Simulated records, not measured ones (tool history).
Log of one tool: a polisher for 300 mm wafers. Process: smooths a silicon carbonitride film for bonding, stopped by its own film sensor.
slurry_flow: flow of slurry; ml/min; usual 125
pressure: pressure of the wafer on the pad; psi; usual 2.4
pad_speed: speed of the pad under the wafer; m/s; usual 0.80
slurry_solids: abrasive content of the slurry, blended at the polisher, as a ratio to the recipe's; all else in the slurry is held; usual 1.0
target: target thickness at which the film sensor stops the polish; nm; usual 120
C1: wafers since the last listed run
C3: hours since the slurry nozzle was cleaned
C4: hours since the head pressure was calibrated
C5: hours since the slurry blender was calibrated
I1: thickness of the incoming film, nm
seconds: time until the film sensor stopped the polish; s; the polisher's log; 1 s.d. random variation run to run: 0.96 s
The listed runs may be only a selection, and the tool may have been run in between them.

run 1 day=0.000 | slurry_flow=125 pressure=2.4 pad_speed=0.80 slurry_solids=1.0 target=120 | C1=0 wafers_polished_on_this_pad=791 C3=223.3 C4=102.1 C5=13.8 | I1=140.6 | seconds=78.1
run 2 day=3.529 | slurry_flow=125 pressure=2.4 pad_speed=0.80 slurry_solids=1.0 target=120 | C1=1322 wafers_polished_on_this_pad=2113 C3=308.0 C4=186.8 C5=98.5 | I1=138.8 | seconds=74.8
-- day=5.142 slurry nozzle cleaned
run 3 day=6.000 | slurry_flow=125 pressure=2.4 pad_speed=0.80 slurry_solids=1.0 target=125 | C1=910 wafers_polished_on_this_pad=3023 C3=20.6 C4=246.1 C5=157.8 | I1=140.2 | seconds=62.9
run 4 day=9.108 | slurry_flow=125 pressure=2.4 pad_speed=0.80 slurry_solids=1.0 target=125 | C1=1164 wafers_polished_on_this_pad=4188 C3=95.2 C4=320.7 C5=232.4 | I1=140.7 | seconds=62.8
-- day=9.571 head pressure recalibrated
-- day=11.325 worn pad replaced by a new one
run 5 day=11.921 | slurry_flow=125 pressure=2.8 pad_speed=0.80 slurry_solids=1.0 target=120 | C1=960 wafers_polished_on_this_pad=222 C3=162.7 C4=56.4 C5=299.9 | I1=138.8 | seconds=62.8
-- day=13.258 slurry blender recalibrated
run 6 day=15.879 | slurry_flow=125 pressure=2.4 pad_speed=0.80 slurry_solids=1.0 target=120 | C1=1451 wafers_polished_on_this_pad=1674 C3=257.7 C4=151.4 C5=62.9 | I1=140.9 | seconds=84.3
run 7 day=18.192 | slurry_flow=125 pressure=2.4 pad_speed=0.80 slurry_solids=1.0 target=120 | C1=866 wafers_polished_on_this_pad=2541 C3=313.2 C4=206.9 C5=118.4 | I1=139.9 | seconds=80.6
-- day=20.062 slurry nozzle cleaned
run 8 day=20.104 | slurry_flow=125 pressure=2.4 pad_speed=0.80 slurry_solids=1.0 target=120 | C1=700 wafers_polished_on_this_pad=3242 C3=1.0 C4=252.8 C5=164.3 | I1=140.7 | seconds=84.8
run 9 day=22.633 | slurry_flow=125 pressure=2.4 pad_speed=0.80 slurry_solids=1.0 target=120 | C1=947 wafers_polished_on_this_pad=4189 C3=61.7 C4=313.5 C5=225.0 | I1=140.9 | seconds=86.0
run 10 day=24.508 | slurry_flow=125 pressure=2.4 pad_speed=0.80 slurry_solids=1.0 target=120 | C1=702 wafers_polished_on_this_pad=4892 C3=106.7 C4=358.5 C5=270.0 | I1=141.5 | seconds=89.3
-- day=25.154 head pressure recalibrated
run 11 day=26.750 | slurry_flow=125 pressure=2.4 pad_speed=0.80 slurry_solids=1.0 target=115 | C1=808 wafers_polished_on_this_pad=5700 C3=160.5 C4=38.3 C5=323.8 | I1=140.8 | seconds=109.8
-- day=28.629 slurry blender recalibrated
-- day=28.908 worn pad replaced by a new one
run 12 day=29.025 | slurry_flow=125 pressure=2.4 pad_speed=0.80 slurry_solids=1.0 target=115 | C1=758 wafers_polished_on_this_pad=43 C3=215.1 C4=92.9 C5=9.5 | I1=139.4 | seconds=91.3
run 13 day=32.517 | slurry_flow=105 pressure=2.4 pad_speed=0.80 slurry_solids=1.0 target=120 | C1=1308 wafers_polished_on_this_pad=1352 C3=298.9 C4=176.7 C5=93.3 | I1=141.7 | seconds=87.3
run 14 day=36.246 | slurry_flow=125 pressure=2.4 pad_speed=0.80 slurry_solids=1.0 target=120 | C1=1397 wafers_polished_on_this_pad=2749 C3=388.4 C4=266.2 C5=182.8 | I1=141.5 | seconds=89.1
-- day=37.133 slurry nozzle cleaned
-- day=40.925 head pressure recalibrated
-- day=43.342 slurry blender recalibrated
-- day=45.108 worn pad replaced by a new one
run 15 day=45.417 | slurry_flow=160 pressure=2.4 pad_speed=0.80 slurry_solids=1.0 target=120 | C1=3295 wafers_polished_on_this_pad=115 C3=198.8 C4=107.8 C5=49.8 | I1=139.8 | seconds=70.3
run 16 day=47.200 | slurry_flow=110 pressure=2.4 pad_speed=0.80 slurry_solids=0.8 target=120 | C1=668 wafers_polished_on_this_pad=783 C3=241.6 C4=150.6 C5=92.6 | I1=138.0 | seconds=76.2
run 17 day=49.583 | slurry_flow=125 pressure=2.4 pad_speed=0.80 slurry_solids=1.0 target=120 | C1=892 wafers_polished_on_this_pad=1676 C3=298.8 C4=207.8 C5=149.8 | I1=137.8 | seconds=70.7
-- day=51.542 slurry nozzle cleaned
run 18 day=53.129 | slurry_flow=125 pressure=1.7 pad_speed=0.80 slurry_solids=1.0 target=125 | C1=1312 wafers_polished_on_this_pad=2989 C3=38.1 C4=292.9 C5=234.9 | I1=140.6 | seconds=79.9
run 19 day=55.825 | slurry_flow=125 pressure=1.7 pad_speed=0.66 slurry_solids=1.0 target=127 | C1=1010 wafers_polished_on_this_pad=3999 C3=102.8 C4=357.6 C5=299.6 | I1=139.6 | seconds=74.9
-- day=57.446 slurry blender recalibrated
-- day=57.517 head pressure recalibrated
run 20 day=58.475 | slurry_flow=125 pressure=2.4 pad_speed=0.80 slurry_solids=1.0 target=120 | C1=935 wafers_polished_on_this_pad=4934 C3=166.4 C4=23.0 C5=24.7 | I1=140.9 | seconds=85.8
-- day=59.846 worn pad replaced by a new one
run 21 day=61.300 | slurry_flow=150 pressure=2.9 pad_speed=0.80 slurry_solids=0.7 target=115 | C1=996 wafers_polished_on_this_pad=544 C3=234.2 C4=90.8 C5=92.5 | I1=141.7 | seconds=94.3
run 22 day=65.725 | slurry_flow=125 pressure=2.2 pad_speed=0.66 slurry_solids=1.2 target=120 | C1=1657 wafers_polished_on_this_pad=2202 C3=340.4 C4=197.0 C5=198.7 | I1=140.0 | seconds=92.9
-- day=66.392 slurry nozzle cleaned
run 23 day=68.862 | slurry_flow=125 pressure=2.4 pad_speed=0.80 slurry_solids=1.0 target=126 | C1=1159 wafers_polished_on_this_pad=3362 C3=59.3 C4=272.3 C5=274.0 | I1=142.1 | seconds=65.6
run 24 day=71.546 | slurry_flow=125 pressure=2.4 pad_speed=0.60 slurry_solids=1.0 target=125 | C1=1005 wafers_polished_on_this_pad=4368 C3=123.7 C4=336.7 C5=338.4 | I1=140.4 | seconds=73.8

The next listed run, before its measurement:
-- day=72.617 head pressure recalibrated
-- day=73.367 slurry blender recalibrated
run 25 day=75.525 | slurry_flow=80 pressure=2.4 pad_speed=0.80 slurry_solids=1.0 target=122 | C1=1428 wafers_polished_on_this_pad=5796 C3=219.2 C4=69.8 C5=51.8 | I1=141.1 | seconds=?

{"run 25": {"seconds": 91.7}}
With no hidden state in the tool, this same run would have given seconds 82.1 s.
